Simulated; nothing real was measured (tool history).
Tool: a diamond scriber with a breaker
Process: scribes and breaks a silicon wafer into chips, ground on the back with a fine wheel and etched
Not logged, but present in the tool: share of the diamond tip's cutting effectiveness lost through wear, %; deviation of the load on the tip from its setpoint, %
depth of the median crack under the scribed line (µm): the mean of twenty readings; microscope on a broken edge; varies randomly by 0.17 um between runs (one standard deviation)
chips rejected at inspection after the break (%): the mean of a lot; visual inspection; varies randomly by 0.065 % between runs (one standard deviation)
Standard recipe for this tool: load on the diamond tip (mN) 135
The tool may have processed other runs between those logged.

run,hour,load on the diamond tip (mN),wafers since the last listed run,hours since the diamond tip was replaced,hours since the load on the tip was calibrated,"incoming depth of the damage left on the back of the incoming wafer, um",depth of the median crack under the scribed line (µm),chips rejected at inspection after the break (%)
1,0,135,0,417.1,1452.3,0.51,10.92,9.05
# hour 3.3: diamond tip replaced by a new one
2,94.3,135,179,91,1546.6,0.49,12.32,1.92
# hour 116.9: load on the tip recalibrated
3,154.1,161,112,150.8,37.2,0.62,13.28,4.02
4,258.6,161,203,255.3,141.7,0.61,13.08,2.46
5,303.9,161,88,300.6,187,0.63,12.89,2.08
6,392.8,115,172,389.5,275.9,0.35,10.06,16.51
# hour 421.3: diamond tip replaced by a new one
7,493.2,154,191,71.9,376.3,0.62,13.3,3.08
8,572.4,127,154,151.1,455.5,0.38,11.59,3.41
9,669.2,127,188,247.9,552.3,0.52,11.21,4.9
10,736.7,127,131,315.4,619.8,0.47,11.34,7.63
11,827.5,135,176,406.2,710.6,0.58,10.62,8.79
# hour 839.9: diamond tip replaced by a new one
12,909.7,135,156,69.8,792.8,0.56,12.12,2.28
13,1145,135,457,305.1,1028.1,0.61,11.37,5.77
14,1192.4,135,92,352.5,1075.5,0.48,11.12,7.33
# hour 1232.5: diamond tip replaced by a new one
15,1233.6,167,76,1.1,1116.7,0.36,13.98,5.94
16,1295.7,96,120,63.2,1178.8,0.43,10.43,15.06
# hour 1315: load on the tip recalibrated
17,1387.9,150,175,155.4,72.9,0.64,12.92,2.12
18,1442.6,98,106,210.1,127.6,0.36,10,17.31
19,1530.2,169,170,297.7,215.2,0.32,13.08,2.66
20,1620.4,170,175,387.9,305.4,0.72,12.58,1.92
# hour 1692.4: diamond tip replaced by a new one
21,1693.3,112,137,0.9,378.3,0.56,11.29,6.29
22,1799.5,135,206,107.1,484.5,0.48,12.31,1.93
23,1884.3,123,164,191.9,569.3,0.38,11.57,4.57
24,1934.7,151,98,242.3,619.7,0.36,12.54,2
25,2020.2,135,166,327.8,705.2,0.45,11.37,4.67
26,2068.2,157,93,375.8,753.2,0.61,12.38,2.37
27,2116,135,92,423.6,801,0.54,10.88,9.56
28,2158,116,81,465.6,843,0.32,9.84,24.67

3 options for the next run, each taken on its own from the tool as it stands now. Forecast them:
A,2158.7,100,1,466.3,843.7,0.47,?,?
B,2158.7,146,1,466.3,843.7,0.47,?,?
C,2158.7,107,1,466.3,843.7,0.47,?,?

run,depth of the median crack under the scribed line (µm),chips rejected at inspection after the break (%)
A,8.79,37.21
B,10.83,8.57
C,9.11,31.34
What these runs would have given with no unlogged condition in the tool:
run,depth of the median crack under the scribed line (µm),chips rejected at inspection after the break (%)
A,10.56,11.06
B,13.02,2.56
C,10.96,7.55
